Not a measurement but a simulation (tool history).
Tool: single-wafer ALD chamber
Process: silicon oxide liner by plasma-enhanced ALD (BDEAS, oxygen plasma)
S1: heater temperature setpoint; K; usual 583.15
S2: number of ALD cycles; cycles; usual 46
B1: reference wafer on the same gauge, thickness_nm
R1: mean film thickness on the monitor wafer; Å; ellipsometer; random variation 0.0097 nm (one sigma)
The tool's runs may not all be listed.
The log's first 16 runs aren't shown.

{"run": 17, "day": 21.617, "S1": 583.15, "S2": 46, "B1": 4.244, "R1": 37.83}
{"run": 18, "day": 22.217, "S1": 583.15, "S2": 46, "B1": 4.239, "R1": 37.58}
{"day": 22.988, "done": "gauge calibrated"}
{"run": 19, "day": 23.062, "S1": 592.15, "S2": 50, "B1": 4.357, "R1": 41.58}
{"run": 20, "day": 23.871, "S1": 583.15, "S2": 46, "B1": 4.358, "R1": 38.68}
{"run": 21, "day": 24.662, "S1": 587.15, "S2": 54, "B1": 4.356, "R1": 45.14}
{"run": 22, "day": 25.646, "S1": 570.15, "S2": 49, "B1": 4.356, "R1": 42.71}
{"run": 23, "day": 26.517, "S1": 583.15, "S2": 46, "B1": 4.356, "R1": 38.7}
{"run": 24, "day": 27.575, "S1": 570.15, "S2": 50, "B1": 4.358, "R1": 43.47}
{"run": 25, "day": 28.425, "S1": 587.15, "S2": 50, "B1": 4.356, "R1": 41.75}
{"run": 26, "day": 28.988, "S1": 591.15, "S2": 39, "B1": 4.355, "R1": 32.43}
{"run": 27, "day": 30.279, "S1": 583.15, "S2": 46, "B1": 4.354, "R1": 38.82}
{"day": 30.883, "done": "thermocouple changed; heater temperature recalibrated"}
{"run": 28, "day": 30.929, "S1": 595.15, "S2": 53, "B1": 4.354, "R1": 43.85}
{"run": 29, "day": 31.75, "S1": 572.15, "S2": 43, "B1": 4.355, "R1": 37.05}
{"run": 30, "day": 32.254, "S1": 595.15, "S2": 38, "B1": 4.352, "R1": 31.35}
{"run": 31, "day": 32.808, "S1": 583.15, "S2": 46, "B1": 4.35, "R1": 38.61}
{"run": 32, "day": 33.658, "S1": 595.15, "S2": 41, "B1": 4.351, "R1": 33.74}
{"run": 33, "day": 34.783, "S1": 583.15, "S2": 52, "B1": 4.349, "R1": 43.85}
{"run": 34, "day": 36.5, "S1": 583.15, "S2": 46, "B1": 4.349, "R1": 38.57}
{"run": 35, "day": 37.758, "S1": 591.15, "S2": 39, "B1": 4.347, "R1": 32.27}
{"run": 36, "day": 38.554, "S1": 583.15, "S2": 46, "B1": 4.342, "R1": 38.7}
{"run": 37, "day": 39.154, "S1": 583.15, "S2": 54, "B1": 4.342, "R1": 45.47}

3 ways to go on from here, each from the tool as it stands after run 37. What would each give?
{"run": "A", "day": 39.175, "S1": 583.15, "S2": 46, "B1": "?", "R1": "?"}
{"run": "B", "day": 39.175, "S1": 589.15, "S2": 42, "B1": "?", "R1": "?"}
{"run": "C", "day": 39.175, "S1": 583.15, "S2": 50, "B1": "?", "R1": "?"}

run=A B1=4.344 R1=38.63
run=B B1=4.344 R1=34.93
run=C B1=4.344 R1=41.99
Without the tool's hidden state the same runs would have given:
run=A R1=38.78
run=B R1=35.07
run=C R1=42.16
